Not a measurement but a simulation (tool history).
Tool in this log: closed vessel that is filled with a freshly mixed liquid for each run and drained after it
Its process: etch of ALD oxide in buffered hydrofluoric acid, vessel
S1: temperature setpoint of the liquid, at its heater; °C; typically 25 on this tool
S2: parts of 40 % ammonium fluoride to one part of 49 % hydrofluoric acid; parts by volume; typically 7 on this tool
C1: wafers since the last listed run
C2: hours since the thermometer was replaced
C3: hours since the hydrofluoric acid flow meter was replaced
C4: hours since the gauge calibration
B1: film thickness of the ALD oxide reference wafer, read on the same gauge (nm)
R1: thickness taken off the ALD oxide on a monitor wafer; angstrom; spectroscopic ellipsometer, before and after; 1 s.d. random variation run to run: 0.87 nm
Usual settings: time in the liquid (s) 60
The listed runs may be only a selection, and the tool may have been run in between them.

run 1 hour=0 | S1=26.5 S2=7 time_in_the_liquid_(s)=75 | C1=0 C2=2519.9 C3=333 C4=173.4 | B1=119.99 | R1=2748.6
run 2 hour=8.3 | S1=25 S2=7 time_in_the_liquid_(s)=60 | C1=1157 C2=2528.2 C3=341.3 C4=181.7 | B1=120 | R1=2014.2
run 3 hour=17.7 | S1=25 S2=7 time_in_the_liquid_(s)=60 | C1=1311 C2=2537.6 C3=350.7 C4=191.1 | B1=120 | R1=2002.3
run 4 hour=27.2 | S1=25 S2=7 time_in_the_liquid_(s)=60 | C1=1325 C2=2547.1 C3=360.2 C4=200.6 | B1=119.98 | R1=2037
run 5 hour=44.8 | S1=25 S2=7 time_in_the_liquid_(s)=85 | C1=2454 C2=2564.7 C3=377.8 C4=218.2 | B1=119.98 | R1=2863
run 6 hour=55.7 | S1=25 S2=7 time_in_the_liquid_(s)=85 | C1=1520 C2=2575.6 C3=388.7 C4=229.1 | B1=119.98 | R1=2878.4
run 7 hour=64.1 | S1=25 S2=5.5 time_in_the_liquid_(s)=60 | C1=1171 C2=2584 C3=397.1 C4=237.5 | B1=120 | R1=2497.8
run 8 hour=79.8 | S1=25 S2=5.5 time_in_the_liquid_(s)=60 | C1=2189 C2=2599.7 C3=412.8 C4=253.2 | B1=120.01 | R1=2510.1
run 9 hour=92.2 | S1=25 S2=5.5 time_in_the_liquid_(s)=60 | C1=1729 C2=2612.1 C3=425.2 C4=265.6 | B1=120 | R1=2500.6
run 10 hour=108.8 | S1=25 S2=6.5 time_in_the_liquid_(s)=60 | C1=2315 C2=2628.7 C3=441.8 C4=282.2 | B1=120.01 | R1=2169.9
run 11 hour=114.9 | S1=25 S2=6.5 time_in_the_liquid_(s)=60 | C1=850 C2=2634.8 C3=447.9 C4=288.3 | B1=120.01 | R1=2168.5
-- hour=116.8 thermometer replaced
run 12 hour=127.1 | S1=25 S2=6.5 time_in_the_liquid_(s)=60 | C1=1562 C2=10.3 C3=460.1 C4=300.5 | B1=119.99 | R1=2504.3
run 13 hour=149 | S1=25 S2=7 time_in_the_liquid_(s)=60 | C1=3054 C2=32.2 C3=482 C4=322.4 | B1=120 | R1=2349.9
run 14 hour=157.2 | S1=25 S2=7 time_in_the_liquid_(s)=60 | C1=1143 C2=40.4 C3=490.2 C4=330.6 | B1=119.97 | R1=2353.5
run 15 hour=165.2 | S1=25 S2=7 time_in_the_liquid_(s)=60 | C1=1115 C2=48.4 C3=498.2 C4=338.6 | B1=120 | R1=2353.7
run 16 hour=173.4 | S1=25 S2=7 time_in_the_liquid_(s)=60 | C1=1143 C2=56.6 C3=506.4 C4=346.8 | B1=120.03 | R1=2362.2
run 17 hour=183.8 | S1=29 S2=9.5 time_in_the_liquid_(s)=95 | C1=1450 C2=67 C3=516.8 C4=357.2 | B1=120 | R1=3378.2
-- hour=191.6 gauge calibrated
run 18 hour=192 | S1=25 S2=7 time_in_the_liquid_(s)=60 | C1=1143 C2=75.2 C3=525 C4=0.4 | B1=120.04 | R1=2384
run 19 hour=198.2 | S1=27 S2=5.5 time_in_the_liquid_(s)=90 | C1=864 C2=81.4 C3=531.2 C4=6.6 | B1=120.03 | R1=4878.5
run 20 hour=208.1 | S1=25 S2=7 time_in_the_liquid_(s)=60 | C1=1380 C2=91.3 C3=541.1 C4=16.5 | B1=120 | R1=2358.6
-- hour=219.4 hydrofluoric acid flow meter replaced
run 21 hour=225.3 | S1=27.5 S2=6 time_in_the_liquid_(s)=85 | C1=2259 C2=108.5 C3=5.9 C4=33.7 | B1=120.01 | R1=4071.6
run 22 hour=237.3 | S1=23 S2=9.5 time_in_the_liquid_(s)=85 | C1=1673 C2=120.5 C3=17.9 C4=45.7 | B1=119.99 | R1=2047.3
run 23 hour=254.2 | S1=22.5 S2=9.5 time_in_the_liquid_(s)=90 | C1=2357 C2=137.4 C3=34.8 C4=62.6 | B1=120.01 | R1=2129.5
run 24 hour=267.6 | S1=27.5 S2=9.5 time_in_the_liquid_(s)=30 | C1=1868 C2=150.8 C3=48.2 C4=76 | B1=119.96 | R1=920.7
run 25 hour=282.3 | S1=25 S2=9 time_in_the_liquid_(s)=90 | C1=2050 C2=165.5 C3=62.9 C4=90.7 | B1=119.97 | R1=2517.6

Expected results for the next run?
run 26 hour=295.2 | S1=25 S2=7 time_in_the_liquid_(s)=60 | C1=1799 C2=178.4 C3=75.8 C4=103.6 | B1=? | R1=?

Run 26 yielded B1 119.96, R1 2215.2 angstrom.
The same run, on a tool lacking any hidden state, would have yielded R1 2208.7 angstrom.
